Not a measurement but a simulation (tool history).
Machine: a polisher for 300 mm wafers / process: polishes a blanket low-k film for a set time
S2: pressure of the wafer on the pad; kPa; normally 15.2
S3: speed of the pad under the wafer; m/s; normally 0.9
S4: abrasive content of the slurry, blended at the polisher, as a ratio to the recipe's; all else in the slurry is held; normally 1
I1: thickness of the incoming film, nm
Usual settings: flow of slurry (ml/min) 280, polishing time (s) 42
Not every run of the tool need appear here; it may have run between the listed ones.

{"run": 1, "hour": 0.0, "flow of slurry (ml/min)": 280, "S2": 15.2, "S3": 0.9, "S4": 1, "polishing time (s)": 42, "I1": 387.9, "film removed (Å)": 203}
{"hour": 16.5, "done": "conditioning disc replaced and pad reconditioned"}
{"run": 2, "hour": 24.3, "flow of slurry (ml/min)": 280, "S2": 15.2, "S3": 0.9, "S4": 1, "polishing time (s)": 42, "I1": 387.1, "film removed (Å)": 204}
{"hour": 27.5, "done": "slurry nozzle cleaned"}
{"hour": 32.0, "done": "worn pad replaced by a new one"}
{"run": 3, "hour": 50.5, "flow of slurry (ml/min)": 280, "S2": 15.2, "S3": 0.9, "S4": 1, "polishing time (s)": 42, "I1": 394.4, "film removed (Å)": 212}
{"hour": 61.2, "done": "head pressure recalibrated"}
{"run": 4, "hour": 77.1, "flow of slurry (ml/min)": 280, "S2": 15.2, "S3": 0.9, "S4": 1, "polishing time (s)": 42, "I1": 382.8, "film removed (Å)": 209}
{"run": 5, "hour": 99.8, "flow of slurry (ml/min)": 280, "S2": 15.2, "S3": 0.9, "S4": 1, "polishing time (s)": 42, "I1": 386.2, "film removed (Å)": 216}
{"run": 6, "hour": 118.6, "flow of slurry (ml/min)": 280, "S2": 15.2, "S3": 0.9, "S4": 1, "polishing time (s)": 42, "I1": 393.7, "film removed (Å)": 214}
{"run": 7, "hour": 147.5, "flow of slurry (ml/min)": 280, "S2": 15.2, "S3": 0.9, "S4": 1, "polishing time (s)": 42, "I1": 391.1, "film removed (Å)": 211}
{"run": 8, "hour": 164.4, "flow of slurry (ml/min)": 280, "S2": 11.7, "S3": 0.9, "S4": 1, "polishing time (s)": 42, "I1": 383, "film removed (Å)": 162}
{"hour": 197.2, "done": "slurry blender recalibrated"}
{"run": 9, "hour": 199.5, "flow of slurry (ml/min)": 280, "S2": 11.7, "S3": 0.9, "S4": 1, "polishing time (s)": 42, "I1": 385.1, "film removed (Å)": 164}
{"run": 10, "hour": 217.3, "flow of slurry (ml/min)": 280, "S2": 11.7, "S3": 0.9, "S4": 1, "polishing time (s)": 42, "I1": 395.1, "film removed (Å)": 162}
{"hour": 233.0, "done": "worn pad replaced by a new one, of another model than before"}
{"run": 11, "hour": 236.2, "flow of slurry (ml/min)": 305, "S2": 15.2, "S3": 0.66, "S4": 1, "polishing time (s)": 42, "I1": 388.2, "film removed (Å)": 183}
{"run": 12, "hour": 260.1, "flow of slurry (ml/min)": 280, "S2": 15.2, "S3": 0.68, "S4": 1, "polishing time (s)": 42, "I1": 390, "film removed (Å)": 185}
{"run": 13, "hour": 292.3, "flow of slurry (ml/min)": 280, "S2": 15.2, "S3": 0.9, "S4": 1, "polishing time (s)": 42, "I1": 382.6, "film removed (Å)": 209}
{"run": 14, "hour": 315.4, "flow of slurry (ml/min)": 215, "S2": 15.2, "S3": 0.66, "S4": 1, "polishing time (s)": 42, "I1": 387.4, "film removed (Å)": 174}
{"run": 15, "hour": 339.1, "flow of slurry (ml/min)": 230, "S2": 15.2, "S3": 0.9, "S4": 1.2, "polishing time (s)": 29, "I1": 387.8, "film removed (Å)": 154}
{"run": 16, "hour": 367.2, "flow of slurry (ml/min)": 280, "S2": 13.1, "S3": 1.14, "S4": 1, "polishing time (s)": 57, "I1": 388.8, "film removed (Å)": 280}
{"run": 17, "hour": 388.2, "flow of slurry (ml/min)": 280, "S2": 15.2, "S3": 0.9, "S4": 1, "polishing time (s)": 42, "I1": 387.3, "film removed (Å)": 210}
{"hour": 420.7, "done": "worn pad replaced by a new one"}
{"run": 18, "hour": 423.3, "flow of slurry (ml/min)": 280, "S2": 12.4, "S3": 0.9, "S4": 1, "polishing time (s)": 28, "I1": 387.8, "film removed (Å)": 118}
{"hour": 425.3, "done": "slurry nozzle cleaned"}
{"run": 19, "hour": 510.6, "flow of slurry (ml/min)": 280, "S2": 15.2, "S3": 0.9, "S4": 1, "polishing time (s)": 42, "I1": 393.1, "film removed (Å)": 211}
{"hour": 517.8, "done": "head pressure recalibrated"}
{"hour": 525.0, "done": "conditioning disc replaced and pad reconditioned"}
{"run": 20, "hour": 535.1, "flow of slurry (ml/min)": 215, "S2": 9.7, "S3": 1.18, "S4": 1, "polishing time (s)": 53, "I1": 389.3, "film removed (Å)": 217}
{"hour": 546.6, "done": "slurry blender recalibrated"}
{"run": 21, "hour": 553.3, "flow of slurry (ml/min)": 280, "S2": 9.7, "S3": 0.64, "S4": 1, "polishing time (s)": 34, "I1": 386.7, "film removed (Å)": 103}
{"run": 22, "hour": 577.7, "flow of slurry (ml/min)": 280, "S2": 15.2, "S3": 0.9, "S4": 1, "polishing time (s)": 42, "I1": 390.2, "film removed (Å)": 208}
{"hour": 595.3, "done": "worn pad replaced by a new one"}
{"run": 23, "hour": 612.4, "flow of slurry (ml/min)": 280, "S2": 13.8, "S3": 0.9, "S4": 0.75, "polishing time (s)": 42, "I1": 385.7, "film removed (Å)": 169}
{"run": 24, "hour": 713.2, "flow of slurry (ml/min)": 230, "S2": 13.1, "S3": 1.04, "S4": 1, "polishing time (s)": 28, "I1": 391, "film removed (Å)": 131}
{"run": 25, "hour": 728.1, "flow of slurry (ml/min)": 365, "S2": 15.2, "S3": 0.68, "S4": 0.9, "polishing time (s)": 42, "I1": 383.6, "film removed (Å)": 178}

4 ways to go on from here, each from the tool as it stands after run 25. What would each give?
{"run": "A", "hour": 728.5, "flow of slurry (ml/min)": 280, "S2": 19.3, "S3": 0.9, "S4": 1, "polishing time (s)": 42, "I1": 386.8, "film removed (Å)": "?"}
{"run": "B", "hour": 728.5, "flow of slurry (ml/min)": 280, "S2": 11.7, "S3": 0.9, "S4": 0.8, "polishing time (s)": 49, "I1": 386.8, "film removed (Å)": "?"}
{"run": "C", "hour": 728.5, "flow of slurry (ml/min)": 280, "S2": 15.2, "S3": 0.9, "S4": 1, "polishing time (s)": 36, "I1": 386.8, "film removed (Å)": "?"}
{"run": "D", "hour": 728.5, "flow of slurry (ml/min)": 280, "S2": 15.2, "S3": 0.9, "S4": 0.8, "polishing time (s)": 42, "I1": 386.8, "film removed (Å)": "?"}

run=A film_removed_(Å)=243
run=B film_removed_(Å)=171
run=C film_removed_(Å)=173
run=D film_removed_(Å)=177
What these runs would have given with no unlogged condition in the tool:
run=A film_removed_(Å)=248
run=B film_removed_(Å)=175
run=C film_removed_(Å)=176
run=D film_removed_(Å)=181

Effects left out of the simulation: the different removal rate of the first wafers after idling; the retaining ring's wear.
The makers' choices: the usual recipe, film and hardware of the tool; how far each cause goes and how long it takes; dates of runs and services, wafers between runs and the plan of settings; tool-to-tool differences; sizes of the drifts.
